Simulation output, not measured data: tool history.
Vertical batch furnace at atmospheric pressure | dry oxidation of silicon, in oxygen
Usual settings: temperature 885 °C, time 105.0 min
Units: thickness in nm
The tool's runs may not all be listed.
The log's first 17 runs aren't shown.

run	hour	temperature	time	read-back reference wafer on the same gauge, thickness	thickness
18	848.1	885	105.0	38.96	32.01
19	906.2	885	105.0	39.02	32.12
20	940.8	895	129.5	39.04	37.62
21	1011.4	885	153.0	38.99	37.36
# hour 1053.0: gauge calibrated
22	1066.9	870	91.0	39.00	28.32
23	1206.4	885	105.0	39.00	32.40
24	1233.3	885	105.0	39.00	32.28
# hour 1267.7: boat lift adjusted
25	1268.2	885	146.5	38.96	37.52
26	1322.6	867	89.0	38.97	27.69
27	1389.7	894	121.0	39.03	36.74
28	1423.6	872	86.0	38.99	28.40
# hour 1491.1: thermocouples replaced and temperature profile calibrated
29	1494.6	885	82.0	39.04	29.85
30	1550.9	885	105.0	38.95	32.75
31	1607.1	885	119.0	38.98	34.42
32	1654.3	861	134.0	38.95	30.63
33	1691.4	872	131.5	39.00	32.98
34	1742.3	885	105.0	38.99	32.64
35	1796.0	885	105.0	38.99	32.50
36	1851.9	878	134.0	39.02	34.51
37	1897.3	904	60.5	39.03	29.87
38	1938.2	885	131.0	38.96	35.44
39	1975.7	885	129.5	39.00	35.56
40	2030.4	885	105.0	39.04	32.65

3 ways to go on from here, each from the tool as it stands after run 40. What would each give?
A	2036.4	885	105.0	?	?
B	2036.4	909	105.0	?	?
C	2036.4	907	77.5	?	?

run	read-back reference wafer on the same gauge, thickness	thickness
A	38.96	32.63
B	38.96	38.17
C	38.96	33.15
Without the tool's hidden state the same runs would have given:
run	thickness
A	32.82
B	38.42
C	33.34

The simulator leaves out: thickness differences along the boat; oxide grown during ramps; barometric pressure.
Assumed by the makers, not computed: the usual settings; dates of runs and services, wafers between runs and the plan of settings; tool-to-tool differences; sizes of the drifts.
